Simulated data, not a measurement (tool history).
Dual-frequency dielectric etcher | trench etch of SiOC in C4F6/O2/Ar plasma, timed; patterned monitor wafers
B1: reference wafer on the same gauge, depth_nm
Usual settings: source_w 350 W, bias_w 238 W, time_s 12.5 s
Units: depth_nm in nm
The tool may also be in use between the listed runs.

run 1 day=0 | source_w=350 bias_w=238 time_s=12.5 | B1=31.21 | depth_nm=26.65
run 2 day=0.992 | source_w=350 bias_w=238 time_s=12.5 | B1=31.3 | depth_nm=26.54
run 3 day=3.021 | source_w=350 bias_w=238 time_s=12.5 | B1=31.29 | depth_nm=26.62
run 4 day=3.871 | source_w=350 bias_w=259 time_s=12.5 | B1=31.31 | depth_nm=27.11
run 5 day=4.558 | source_w=350 bias_w=259 time_s=12.5 | B1=31.21 | depth_nm=27.13
run 6 day=6.312 | source_w=350 bias_w=259 time_s=12.5 | B1=31.34 | depth_nm=26.87
run 7 day=7.212 | source_w=350 bias_w=238 time_s=12.5 | B1=31.29 | depth_nm=26.13
run 8 day=8.212 | source_w=350 bias_w=238 time_s=12.5 | B1=31.3 | depth_nm=26.07
run 9 day=9.488 | source_w=350 bias_w=238 time_s=12.5 | B1=31.33 | depth_nm=26.07
run 10 day=10.925 | source_w=350 bias_w=238 time_s=12.5 | B1=31.3 | depth_nm=27.82
run 11 day=11.733 | source_w=350 bias_w=238 time_s=12.5 | B1=31.31 | depth_nm=27.46
run 12 day=13.662 | source_w=350 bias_w=238 time_s=12.5 | B1=31.24 | depth_nm=27.25
run 13 day=14.962 | source_w=350 bias_w=238 time_s=12.5 | B1=31.31 | depth_nm=27.44
run 14 day=15.583 | source_w=350 bias_w=238 time_s=12.5 | B1=31.33 | depth_nm=27.49
run 15 day=17.212 | source_w=350 bias_w=238 time_s=12.5 | B1=31.3 | depth_nm=27
run 16 day=17.742 | source_w=270 bias_w=219 time_s=9 | B1=31.27 | depth_nm=17.68
run 17 day=18.433 | source_w=350 bias_w=208 time_s=12.5 | B1=31.3 | depth_nm=25.98
run 18 day=19.804 | source_w=320 bias_w=289 time_s=10.5 | B1=31.3 | depth_nm=23.4
run 19 day=20.721 | source_w=420 bias_w=257 time_s=12.5 | B1=31.34 | depth_nm=29.15
run 20 day=21.438 | source_w=290 bias_w=187 time_s=12.5 | B1=31.27 | depth_nm=23.68
run 21 day=23.167 | source_w=350 bias_w=278 time_s=12.5 | B1=31.31 | depth_nm=27.68
run 22 day=23.8 | source_w=350 bias_w=238 time_s=12.5 | B1=31.31 | depth_nm=26.57
run 23 day=24.967 | source_w=350 bias_w=238 time_s=9.5 | B1=31.31 | depth_nm=20.15
run 24 day=25.979 | source_w=290 bias_w=253 time_s=12.5 | B1=31.21 | depth_nm=25.61
run 25 day=27.079 | source_w=420 bias_w=200 time_s=13.5 | B1=31.24 | depth_nm=28.81
run 26 day=28.083 | source_w=350 bias_w=270 time_s=12.5 | B1=31.33 | depth_nm=27.35
run 27 day=29.542 | source_w=280 bias_w=263 time_s=15 | B1=31.29 | depth_nm=32.05
run 28 day=30.308 | source_w=350 bias_w=238 time_s=12.5 | B1=31.24 | depth_nm=27.22

Taken out of this log: 6 entries between the listed runs. Where each belongs, and how the hidden state differs across it:
Between runs 9 and 10: wet clean of the chamber (day 10.904)
  etch rate over this chamber's usual, %: -4.98 -> 0.553
  measured less the result without the state, depth_nm: -1.37 -> +0.16 nm
Between runs 11 and 12: bias power generator calibrated (day 12.383)
  etch rate over this chamber's usual, %: 0.346 -> -0.147
  measured less the result without the state, depth_nm: +0.09 -> -0.04 nm
Between runs 14 and 15: source power generator calibrated (day 16.621)
  etch rate over this chamber's usual, %: -0.638 -> -1.05
  measured less the result without the state, depth_nm: -0.18 -> -0.29 nm
Between runs 19 and 20: gauge calibrated (day 20.917)
  etch rate over this chamber's usual, %: -1.95 -> -2.13
  measured less the result without the state, depth_nm: -0.58 -> -0.51 nm
Between runs 20 and 21: upper electrode replaced (day 23.146)
  etch rate over this chamber's usual, %: -2.13 -> -2.58
  measured less the result without the state, depth_nm: -0.51 -> -0.74 nm
Between runs 26 and 27: wet clean of the chamber (day 29.521)
  etch rate over this chamber's usual, %: -3.83 -> -0.0336
  measured less the result without the state, depth_nm: -1.09 -> -0.02 nm
